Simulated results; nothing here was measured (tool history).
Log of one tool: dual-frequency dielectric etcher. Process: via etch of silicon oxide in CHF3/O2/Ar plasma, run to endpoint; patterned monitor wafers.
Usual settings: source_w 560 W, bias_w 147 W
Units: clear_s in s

run    hour  source_w  bias_w  incoming incoming film thickness, nm  clear_s
  1       0       560     147                                 676.3    374.2
      102.6  -- wet clean of the chamber
  2   103.1       560     147                                 676.1    360.1
  3   130.5       480     147                                 680.6    381.9
  4   327.4       480     147                                 676.6      385
  5   387.4       480     147                                 674.8    381.6
  6   439.7       560     147                                 670.1    364.2
  7     541       560     147                                 672.8    368.5
      592.8  -- wet clean of the chamber
  8   593.3       560     147                                 681.3    367.6
  9   645.1       560     132                                 675.7    374.5
 10   688.4       560     147                                   677    361.4
 11   738.5       560     147                                 683.8    368.1
 12   804.4       560     147                                 679.1    368.4
      899.4  -- bias power generator calibrated
 13   899.9       560     147                                 683.3    371.6
 14   934.6       560     147                                 667.7    368.2
      985.7  -- wet clean of the chamber
 15  1032.8       470     134                                 676.6      398
 16  1093.9       480     159                                 679.5    375.6
 17  1166.9       650     134                                 678.4    358.3
     1243.8  -- upper electrode replaced
     1245.1  -- source power generator calibrated
 18  1405.3       620     178                                 673.5    333.7
     1436.8  -- wet clean of the chamber
 19    1488       520     129                                 676.5    385.9
 20  1577.1       560     147                                 676.1    360.5
 21  1648.9       680     112                                 677.1    372.7
 22  1694.2       560     147                                 678.2    368.6
 23  1757.4       700     181                                 683.1    320.9
 24  1834.9       630     176                                 679.2    335.5
     1908.6  -- wet clean of the chamber
 25    2064       490     119                                 678.8    410.4
 26  2110.8       520     167                                 679.5    357.9
 27    2180       630     166                                 678.7    339.7
 28  2223.9       620     178                                 680.1    336.4
 29  2294.4       560     147                                 671.5    365.9

3 ways to go on from here, each from the tool as it stands after run 29. What would each give?
  A  2294.9       560     115                                 673.2        ?
  B  2294.9       430     111                                 673.2        ?
  C  2294.9       660     169                                 673.2        ?

run  clear_s
  A    399.1
  B    441.8
  C    333.8
Without the tool's hidden state the same runs would have given:
run  clear_s
  A    389.2
  B    430.9
  C    325.6
